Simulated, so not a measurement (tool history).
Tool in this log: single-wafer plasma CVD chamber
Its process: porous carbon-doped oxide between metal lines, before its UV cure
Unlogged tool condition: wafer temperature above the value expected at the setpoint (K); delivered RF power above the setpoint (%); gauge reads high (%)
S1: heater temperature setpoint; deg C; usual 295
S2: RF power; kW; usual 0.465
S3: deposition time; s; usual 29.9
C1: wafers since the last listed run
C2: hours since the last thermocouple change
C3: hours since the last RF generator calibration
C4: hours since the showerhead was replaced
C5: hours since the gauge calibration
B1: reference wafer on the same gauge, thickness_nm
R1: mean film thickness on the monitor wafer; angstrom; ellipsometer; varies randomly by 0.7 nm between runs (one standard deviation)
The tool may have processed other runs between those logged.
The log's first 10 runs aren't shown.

{"run": 11, "hour": 612.2, "S1": 295, "S2": 0.465, "S3": 29.9, "C1": 654, "C2": 1637.9, "C3": 2675.4, "C4": 5355.6, "C5": 1560, "B1": 174.286, "R1": 1648.29}
{"hour": 638.3, "done": "RF generator calibrated"}
{"run": 12, "hour": 653.8, "S1": 295, "S2": 0.465, "S3": 29.9, "C1": 637, "C2": 1679.5, "C3": 15.5, "C4": 5397.2, "C5": 1601.6, "B1": 174.037, "R1": 1648.96}
{"run": 13, "hour": 687.5, "S1": 290, "S2": 0.465, "S3": 27, "C1": 639, "C2": 1713.2, "C3": 49.2, "C4": 5430.9, "C5": 1635.3, "B1": 173.77, "R1": 1538.17}
{"run": 14, "hour": 726.1, "S1": 290, "S2": 0.465, "S3": 27, "C1": 732, "C2": 1751.8, "C3": 87.8, "C4": 5469.5, "C5": 1673.9, "B1": 173.961, "R1": 1541.27}
{"run": 15, "hour": 753.8, "S1": 295, "S2": 0.41, "S3": 29.9, "C1": 525, "C2": 1779.5, "C3": 115.5, "C4": 5497.2, "C5": 1701.6, "B1": 174.092, "R1": 1479.46}
{"hour": 772.4, "done": "gauge calibrated"}
{"hour": 789.6, "done": "showerhead replaced"}
{"hour": 836.9, "done": "thermocouple changed; heater temperature recalibrated"}
{"run": 16, "hour": 866.8, "S1": 295, "S2": 0.49, "S3": 33.4, "C1": 1840, "C2": 29.9, "C3": 228.5, "C4": 77.2, "C5": 94.4, "B1": 174.098, "R1": 1844.59}
{"run": 17, "hour": 912.8, "S1": 295, "S2": 0.465, "S3": 29.9, "C1": 873, "C2": 75.9, "C3": 274.5, "C4": 123.2, "C5": 140.4, "B1": 174.067, "R1": 1597.13}
{"run": 18, "hour": 948.9, "S1": 295, "S2": 0.545, "S3": 25.1, "C1": 685, "C2": 112, "C3": 310.6, "C4": 159.3, "C5": 176.5, "B1": 173.971, "R1": 1517.89}
{"run": 19, "hour": 984.8, "S1": 303, "S2": 0.495, "S3": 25.9, "C1": 681, "C2": 147.9, "C3": 346.5, "C4": 195.2, "C5": 212.4, "B1": 174.047, "R1": 1394.19}
{"run": 20, "hour": 1052.4, "S1": 295, "S2": 0.42, "S3": 26.9, "C1": 1282, "C2": 215.5, "C3": 414.1, "C4": 262.8, "C5": 280, "B1": 173.805, "R1": 1337.98}
{"run": 21, "hour": 1078.9, "S1": 286, "S2": 0.51, "S3": 29.9, "C1": 502, "C2": 242, "C3": 440.6, "C4": 289.3, "C5": 306.5, "B1": 174.044, "R1": 1829.83}
{"run": 22, "hour": 1122.3, "S1": 287, "S2": 0.515, "S3": 29.9, "C1": 823, "C2": 285.4, "C3": 484, "C4": 332.7, "C5": 349.9, "B1": 173.977, "R1": 1841.08}
{"run": 23, "hour": 1185.5, "S1": 306, "S2": 0.39, "S3": 25.5, "C1": 1199, "C2": 348.6, "C3": 547.2, "C4": 395.9, "C5": 413.1, "B1": 173.971, "R1": 1104.36}
{"run": 24, "hour": 1252.5, "S1": 282, "S2": 0.405, "S3": 29.9, "C1": 1271, "C2": 415.6, "C3": 614.2, "C4": 462.9, "C5": 480.1, "B1": 173.943, "R1": 1584.47}
{"run": 25, "hour": 1322.0, "S1": 307, "S2": 0.425, "S3": 29.9, "C1": 1319, "C2": 485.1, "C3": 683.7, "C4": 532.4, "C5": 549.6, "B1": 173.786, "R1": 1389.58}
{"run": 26, "hour": 1433.9, "S1": 295, "S2": 0.465, "S3": 29.9, "C1": 2123, "C2": 597, "C3": 795.6, "C4": 644.3, "C5": 661.5, "B1": 173.882, "R1": 1636.3}
{"run": 27, "hour": 1482.2, "S1": 289, "S2": 0.405, "S3": 34.2, "C1": 916, "C2": 645.3, "C3": 843.9, "C4": 692.6, "C5": 709.8, "B1": 174.088, "R1": 1717.51}
{"run": 28, "hour": 1542.9, "S1": 295, "S2": 0.465, "S3": 29.9, "C1": 1151, "C2": 706, "C3": 904.6, "C4": 753.3, "C5": 770.5, "B1": 173.942, "R1": 1622.31}
{"run": 29, "hour": 1597.7, "S1": 304, "S2": 0.41, "S3": 29.9, "C1": 1040, "C2": 760.8, "C3": 959.4, "C4": 808.1, "C5": 825.3, "B1": 173.919, "R1": 1389.68}
{"run": 30, "hour": 1631.3, "S1": 295, "S2": 0.465, "S3": 35.8, "C1": 637, "C2": 794.4, "C3": 993, "C4": 841.7, "C5": 858.9, "B1": 173.949, "R1": 1934.77}
{"run": 31, "hour": 1691.9, "S1": 295, "S2": 0.465, "S3": 29.9, "C1": 1150, "C2": 855, "C3": 1053.6, "C4": 902.3, "C5": 919.5, "B1": 174.095, "R1": 1635.58}

Alternative continuations, all from the tool just after run 31; predict every row:
{"run": "A", "hour": 1692.3, "S1": 295, "S2": 0.465, "S3": 29.9, "C1": 7, "C2": 855.4, "C3": 1054, "C4": 902.7, "C5": 919.9, "B1": "?", "R1": "?"}
{"run": "B", "hour": 1692.3, "S1": 300, "S2": 0.43, "S3": 29.9, "C1": 7, "C2": 855.4, "C3": 1054, "C4": 902.7, "C5": 919.9, "B1": "?", "R1": "?"}
{"run": "C", "hour": 1692.3, "S1": 304, "S2": 0.4, "S3": 34.6, "C1": 7, "C2": 855.4, "C3": 1054, "C4": 902.7, "C5": 919.9, "B1": "?", "R1": "?"}

run=A B1=174.015 R1=1634.46
run=B B1=174.015 R1=1483.58
run=C B1=174.015 R1=1566.63
With no hidden state in the tool, these same runs would have given:
run=A R1=1606.14
run=B R1=1458.47
run=C R1=1541
